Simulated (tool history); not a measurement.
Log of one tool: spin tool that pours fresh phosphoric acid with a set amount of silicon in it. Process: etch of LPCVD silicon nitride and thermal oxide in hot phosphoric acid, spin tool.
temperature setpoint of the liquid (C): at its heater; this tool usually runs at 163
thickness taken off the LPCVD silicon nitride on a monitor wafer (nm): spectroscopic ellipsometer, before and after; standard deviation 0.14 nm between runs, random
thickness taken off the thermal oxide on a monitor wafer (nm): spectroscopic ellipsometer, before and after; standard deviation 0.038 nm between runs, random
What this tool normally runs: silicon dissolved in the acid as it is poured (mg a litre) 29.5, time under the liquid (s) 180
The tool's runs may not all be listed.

run    hour  temperature setpoint of the liquid (C)  silicon dissolved in the acid as it is poured (mg a litre)  time under the liquid (s)  wafers since the last listed run  hours since the thermometer was replaced  hours since the dissolved silicon flow meter was replaced  hours since the heated supply line was repaired  hours since the gauge calibration  read-back film thickness of the LPCVD silicon nitride reference wafer, read on the same gauge (nm)  read-back film thickness of the thermal oxide reference wafer, read on the same gauge (nm)  thickness taken off the LPCVD silicon nitride on a monitor wafer (nm)  thickness taken off the thermal oxide on a monitor wafer (nm)
  1       0                                     161                                                        29.5                        180                                 0                                    1668.9                                                      497.4                                           2854.9                              761.2                                                                                               60.01                                                                                     140.005                                                                  17.92                                                          0.214
  2    69.3                                     163                                                        29.5                        180                               372                                    1738.2                                                      566.7                                           2924.2                              830.5                                                                                               59.97                                                                                     140.002                                                                  19.04                                                          0.263
  3   104.7                                     163                                                        29.5                        180                               190                                    1773.6                                                      602.1                                           2959.6                              865.9                                                                                               59.94                                                                                     140.005                                                                  19.32                                                          0.222
  4     140                                     161                                                          12                        180                               189                                    1808.9                                                      637.4                                           2994.9                              901.2                                                                                               60.01                                                                                      140.01                                                                  17.79                                                          0.261
  5     187                                     163                                                        29.5                        180                               252                                    1855.9                                                      684.4                                           3041.9                              948.2                                                                                               60.04                                                                                     140.018                                                                  18.99                                                          0.228
  6   234.5                                     163                                                        29.5                        180                               255                                    1903.4                                                      731.9                                           3089.4                              995.7                                                                                               60.04                                                                                     140.016                                                                  18.79                                                          0.202
  7   293.4                                     164                                                        16.5                        235                               316                                    1962.3                                                      790.8                                           3148.3                             1054.6                                                                                                  60                                                                                     139.984                                                                  25.65                                                          0.419
      307.3  -- dissolved silicon flow meter replaced
  8   339.5                                     163                                                          43                        270                               242                                    2008.4                                                       32.2                                           3194.4                             1100.7                                                                                                  60                                                                                     139.952                                                                  28.32                                                          0.154
  9     409                                     163                                                        29.5                        180                               373                                    2077.9                                                      101.7                                           3263.9                             1170.2                                                                                               59.97                                                                                     139.959                                                                  18.68                                                          0.218
      490.9  -- gauge calibrated
 10   582.8                                     162                                                        29.5                        235                               933                                    2251.7                                                      275.5                                           3437.7                               91.9                                                                                               59.99                                                                                     139.977                                                                  23.79                                                          0.321
      587.2  -- heated supply line repaired
 11     634                                   164.5                                                        36.5                        235                               269                                    2302.9                                                      326.7                                             46.8                              143.1                                                                                               60.01                                                                                     139.989                                                                  28.42                                                          0.317
      660.8  -- thermometer replaced
 12   695.1                                     161                                                          36                         70                               322                                      34.3                                                      387.8                                            107.9                              204.2                                                                                               59.96                                                                                     139.976                                                                   7.55                                                          0.063
 13     740                                   164.5                                                        19.5                         85                               241                                      79.2                                                      432.7                                            152.8                              249.1                                                                                               59.98                                                                                     140.032                                                                  10.27                                                          0.182
 14   775.3                                     163                                                          42                        255                               189                                     114.5                                                        468                                            188.1                              284.4                                                                                               60.03                                                                                     139.952                                                                   29.5                                                          0.245
 15   941.1                                   165.5                                                          13                        180                               890                                     280.3                                                      633.8                                            353.9                              450.2                                                                                               60.01                                                                                     140.025                                                                  22.49                                                          0.616
 16   998.3                                   160.5                                                          23                        180                               307                                     337.5                                                        691                                            411.1                              507.4                                                                                               59.98                                                                                      140.02                                                                  19.27                                                          0.272
 17  1025.9                                     162                                                        29.5                        180                               148                                     365.1                                                      718.6                                            438.7                                535                                                                                               60.03                                                                                     139.996                                                                  20.03                                                          0.272
     1043.1  -- dissolved silicon flow meter replaced
 18  1077.8                                     163                                                        29.5                        180                               273                                       417                                                       34.7                                            490.6                              586.9                                                                                               60.04                                                                                      140.01                                                                   20.6                                                          0.306
 19  1215.7                                     163                                                        13.5                        180                               740                                     554.9                                                      172.6                                            628.5                              724.8                                                                                               60.01                                                                                     140.035                                                                  20.64                                                          0.463
 20  1267.9                                     161                                                          20                        180                               280                                     607.1                                                      224.8                                            680.7                                777                                                                                               60.05                                                                                     140.013                                                                  19.08                                                          0.335
 21  1324.5                                     163                                                         7.5                        210                               303                                     663.7                                                      281.4                                            737.3                              833.6                                                                                               59.99                                                                                     139.991                                                                  23.95                                                          0.622
 22  1355.2                                     164                                                          46                        100                               164                                     694.4                                                      312.1                                              768                              864.3                                                                                                  60                                                                                      140.02                                                                  11.58                                                          0.056
 23  1387.1                                     163                                                        29.5                        245                               171                                     726.3                                                        344                                            799.9                              896.2                                                                                               60.03                                                                                     139.992                                                                  27.66                                                          0.446

Here are 3 independent what-if runs from the current tool condition. What would each one return?
  A  1387.6                                     163                                                        29.5                        180                                 2                                     726.8                                                      344.5                                            800.4                              896.7                                                                                                   ?                                                                                           ?                                                                      ?                                                              ?
  B  1387.6                                     163                                                          38                         75                                 2                                     726.8                                                      344.5                                            800.4                              896.7                                                                                                   ?                                                                                           ?                                                                      ?                                                              ?
  C  1387.6                                     162                                                           9                        225                                 2                                     726.8                                                      344.5                                            800.4                              896.7                                                                                                   ?                                                                                           ?                                                                      ?                                                              ?

run  read-back film thickness of the LPCVD silicon nitride reference wafer, read on the same gauge (nm)  read-back film thickness of the thermal oxide reference wafer, read on the same gauge (nm)  thickness taken off the LPCVD silicon nitride on a monitor wafer (nm)  thickness taken off the thermal oxide on a monitor wafer (nm)
  A                                                                                               59.96                                                                                     139.972                                                                  20.23                                                            0.3
  B                                                                                               59.96                                                                                     139.972                                                                   8.43                                                          0.083
  C                                                                                               59.96                                                                                     139.972                                                                  24.46                                                          0.628
Take away the tool's hidden state, keep each run's random variation, and the runs would have read:
run  thickness taken off the LPCVD silicon nitride on a monitor wafer (nm)  thickness taken off the thermal oxide on a monitor wafer (nm)
  A                                                                  20.95                                                          0.324
  B                                                                   8.73                                                           0.09
  C                                                                  25.33                                                          0.679
